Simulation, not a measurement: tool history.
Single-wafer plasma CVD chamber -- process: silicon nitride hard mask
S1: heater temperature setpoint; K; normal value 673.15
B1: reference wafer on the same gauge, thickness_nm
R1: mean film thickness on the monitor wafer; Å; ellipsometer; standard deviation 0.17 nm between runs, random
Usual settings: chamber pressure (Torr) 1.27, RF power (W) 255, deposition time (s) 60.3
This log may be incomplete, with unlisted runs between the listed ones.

{"run": 1, "hour": 0.0, "S1": 673.15, "chamber pressure (Torr)": 1.27, "RF power (W)": 255, "deposition time (s)": 60.3, "B1": 46.303, "R1": 536.32}
{"run": 2, "hour": 152.2, "S1": 673.15, "chamber pressure (Torr)": 1.27, "RF power (W)": 255, "deposition time (s)": 60.3, "B1": 46.335, "R1": 535.11}
{"run": 3, "hour": 336.8, "S1": 673.15, "chamber pressure (Torr)": 1.27, "RF power (W)": 255, "deposition time (s)": 60.3, "B1": 46.305, "R1": 533.97}
{"run": 4, "hour": 368.7, "S1": 673.15, "chamber pressure (Torr)": 1.27, "RF power (W)": 255, "deposition time (s)": 60.3, "B1": 46.237, "R1": 531.64}
{"run": 5, "hour": 396.7, "S1": 673.15, "chamber pressure (Torr)": 1.27, "RF power (W)": 255, "deposition time (s)": 60.3, "B1": 46.288, "R1": 530.23}
{"hour": 441.9, "done": "capacitance manometer re-zeroed and calibrated"}
{"run": 6, "hour": 442.4, "S1": 673.15, "chamber pressure (Torr)": 1.27, "RF power (W)": 255, "deposition time (s)": 53.2, "B1": 46.317, "R1": 467.69}
{"run": 7, "hour": 484.6, "S1": 673.15, "chamber pressure (Torr)": 1.27, "RF power (W)": 255, "deposition time (s)": 53.2, "B1": 46.322, "R1": 470.04}
{"hour": 603.1, "done": "thermocouple changed; heater temperature recalibrated"}
{"run": 8, "hour": 618.2, "S1": 673.15, "chamber pressure (Torr)": 1.27, "RF power (W)": 255, "deposition time (s)": 53.2, "B1": 46.314, "R1": 467.43}
{"run": 9, "hour": 649.1, "S1": 668.15, "chamber pressure (Torr)": 1.27, "RF power (W)": 255, "deposition time (s)": 60.3, "B1": 46.342, "R1": 528.67}
{"run": 10, "hour": 704.9, "S1": 668.15, "chamber pressure (Torr)": 1.27, "RF power (W)": 255, "deposition time (s)": 60.3, "B1": 46.233, "R1": 528.47}
{"hour": 733.2, "done": "gauge calibrated"}
{"run": 11, "hour": 752.6, "S1": 673.15, "chamber pressure (Torr)": 1.27, "RF power (W)": 255, "deposition time (s)": 60.3, "B1": 46.309, "R1": 530.92}
{"run": 12, "hour": 789.4, "S1": 677.15, "chamber pressure (Torr)": 1.09, "RF power (W)": 225, "deposition time (s)": 60.3, "B1": 46.274, "R1": 461.84}
{"hour": 821.4, "done": "RF generator calibrated"}
{"run": 13, "hour": 824.6, "S1": 681.15, "chamber pressure (Torr)": 0.99, "RF power (W)": 285, "deposition time (s)": 69.0, "B1": 46.274, "R1": 627.98}
{"run": 14, "hour": 854.3, "S1": 666.15, "chamber pressure (Torr)": 1.07, "RF power (W)": 255, "deposition time (s)": 49.8, "B1": 46.361, "R1": 435.31}
{"run": 15, "hour": 879.0, "S1": 673.15, "chamber pressure (Torr)": 1.43, "RF power (W)": 255, "deposition time (s)": 60.3, "B1": 46.37, "R1": 576.48}
{"hour": 922.7, "done": "showerhead replaced"}
{"run": 16, "hour": 923.2, "S1": 673.15, "chamber pressure (Torr)": 1.5, "RF power (W)": 255, "deposition time (s)": 60.3, "B1": 46.334, "R1": 584.22}
{"run": 17, "hour": 994.2, "S1": 673.15, "chamber pressure (Torr)": 1.27, "RF power (W)": 255, "deposition time (s)": 60.3, "B1": 46.334, "R1": 554.27}
{"run": 18, "hour": 1035.5, "S1": 673.15, "chamber pressure (Torr)": 1.27, "RF power (W)": 255, "deposition time (s)": 60.3, "B1": 46.352, "R1": 552.67}
{"run": 19, "hour": 1099.6, "S1": 673.15, "chamber pressure (Torr)": 1.27, "RF power (W)": 255, "deposition time (s)": 64.1, "B1": 46.265, "R1": 585.65}
{"run": 20, "hour": 1126.9, "S1": 683.15, "chamber pressure (Torr)": 1.27, "RF power (W)": 255, "deposition time (s)": 56.7, "B1": 46.291, "R1": 514.97}
{"run": 21, "hour": 1175.8, "S1": 673.15, "chamber pressure (Torr)": 1.07, "RF power (W)": 255, "deposition time (s)": 60.3, "B1": 46.329, "R1": 521.3}

Forecast each of these 5 alternatives for the next run:
{"run": "A", "hour": 1176.2, "S1": 673.15, "chamber pressure (Torr)": 1.27, "RF power (W)": 255, "deposition time (s)": 66.2, "B1": "?", "R1": "?"}
{"run": "B", "hour": 1176.2, "S1": 660.15, "chamber pressure (Torr)": 1.27, "RF power (W)": 255, "deposition time (s)": 70.2, "B1": "?", "R1": "?"}
{"run": "C", "hour": 1176.2, "S1": 673.15, "chamber pressure (Torr)": 1.27, "RF power (W)": 255, "deposition time (s)": 71.1, "B1": "?", "R1": "?"}
{"run": "D", "hour": 1176.2, "S1": 665.15, "chamber pressure (Torr)": 1.04, "RF power (W)": 210, "deposition time (s)": 50.2, "B1": "?", "R1": "?"}
{"run": "E", "hour": 1176.2, "S1": 679.15, "chamber pressure (Torr)": 1.1, "RF power (W)": 285, "deposition time (s)": 65.2, "B1": "?", "R1": "?"}

run=A B1=46.322 R1=605.81
run=B B1=46.322 R1=646.37
run=C B1=46.322 R1=650.58
run=D B1=46.322 R1=380.45
run=E B1=46.322 R1=611.25
The same runs, with their run-to-run variation unchanged, on a tool lacking any hidden condition would have given:
run=A R1=618.29
run=B R1=659.69
run=C R1=663.99
run=D R1=388.71
run=E R1=623.36
